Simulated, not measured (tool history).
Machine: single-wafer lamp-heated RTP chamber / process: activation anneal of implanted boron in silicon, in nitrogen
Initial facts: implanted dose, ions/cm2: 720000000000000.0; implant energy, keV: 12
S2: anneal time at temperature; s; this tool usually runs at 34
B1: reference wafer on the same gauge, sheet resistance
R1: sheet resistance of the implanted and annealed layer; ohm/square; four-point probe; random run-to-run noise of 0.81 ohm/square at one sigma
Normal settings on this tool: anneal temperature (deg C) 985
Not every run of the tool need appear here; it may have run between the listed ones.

Run 1, hour 0.0: usual settings; B1 205.02. Result: R1 169.68 ohm/square.
Run 2, hour 82.9: usual settings; B1 204.96. Result: R1 169.66 ohm/square.
Run 3, hour 136.7: usual settings; B1 205.01. Result: R1 167.83 ohm/square.
Run 4, hour 238.8: usual settings but S2 40 s; B1 205.07. Result: R1 167.76 ohm/square.
At hour 321.0: pyrometer window cleaned and pyrometer calibrated.
Run 5, hour 330.5: usual settings but S2 40 s; B1 205.08. Result: R1 170.27 ohm/square.
Run 6, hour 378.1: usual settings but S2 40 s; B1 205.03. Result: R1 171.04 ohm/square.
Run 7, hour 420.1: usual settings; B1 204.97. Result: R1 170.75 ohm/square.
At hour 428.2: reflector plate cleaned.
Run 8, hour 500.5: usual settings but anneal temperature (deg C) 1001; B1 204.96. Result: R1 165.75 ohm/square.
Run 9, hour 537.4: usual settings but anneal temperature (deg C) 1001; B1 205.19. Result: R1 166.56 ohm/square.
Run 10, hour 627.4: usual settings but anneal temperature (deg C) 957; B1 205.01. Result: R1 189.31 ohm/square.
Run 11, hour 709.3: usual settings but anneal temperature (deg C) 997; B1 204.69. Result: R1 166.82 ohm/square.
At hour 814.8: gauge calibrated.
Run 12, hour 854.9: usual settings but anneal temperature (deg C) 971, S2 46 s; B1 205.19. Result: R1 173.15 ohm/square.
Run 13, hour 917.9: usual settings; B1 204.89. Result: R1 167.13 ohm/square.
At hour 989.1: pyrometer window cleaned and pyrometer calibrated.
Run 14, hour 996.5: usual settings but S2 44 s; B1 204.88. Result: R1 170.63 ohm/square.
Run 15, hour 1097.6: usual settings but anneal temperature (deg C) 976, S2 49 s; B1 204.92. Result: R1 173.09 ohm/square.
Run 16, hour 1192.1: usual settings but anneal temperature (deg C) 995; B1 205.00. Result: R1 167.56 ohm/square.
Run 17, hour 1261.2: usual settings; B1 205.09. Result: R1 170.74 ohm/square.
Run 18, hour 1360.7: usual settings but anneal temperature (deg C) 995, S2 17 s; B1 205.12. Result: R1 169.72 ohm/square.

Below are 3 alternative next runs, each starting from the tool's condition after run 18. Predict each:
Run A, hour 1361.1: usual settings; B1 ?. Result: R1 ?.
Run B, hour 1361.1: usual settings but anneal temperature (deg C) 965, S2 29 s; B1 ?. Result: R1 ?.
Run C, hour 1361.1: usual settings but anneal temperature (deg C) 1005, S2 15 s; B1 ?. Result: R1 ?.

run      B1      R1
  A  205.06  170.97
  B  205.06  183.78
  C  205.06  168.22
The same runs, with their run-to-run variation unchanged, on a tool lacking any hidden condition would have given:
run      R1
  A  172.73
  B  188.20
  C  169.15
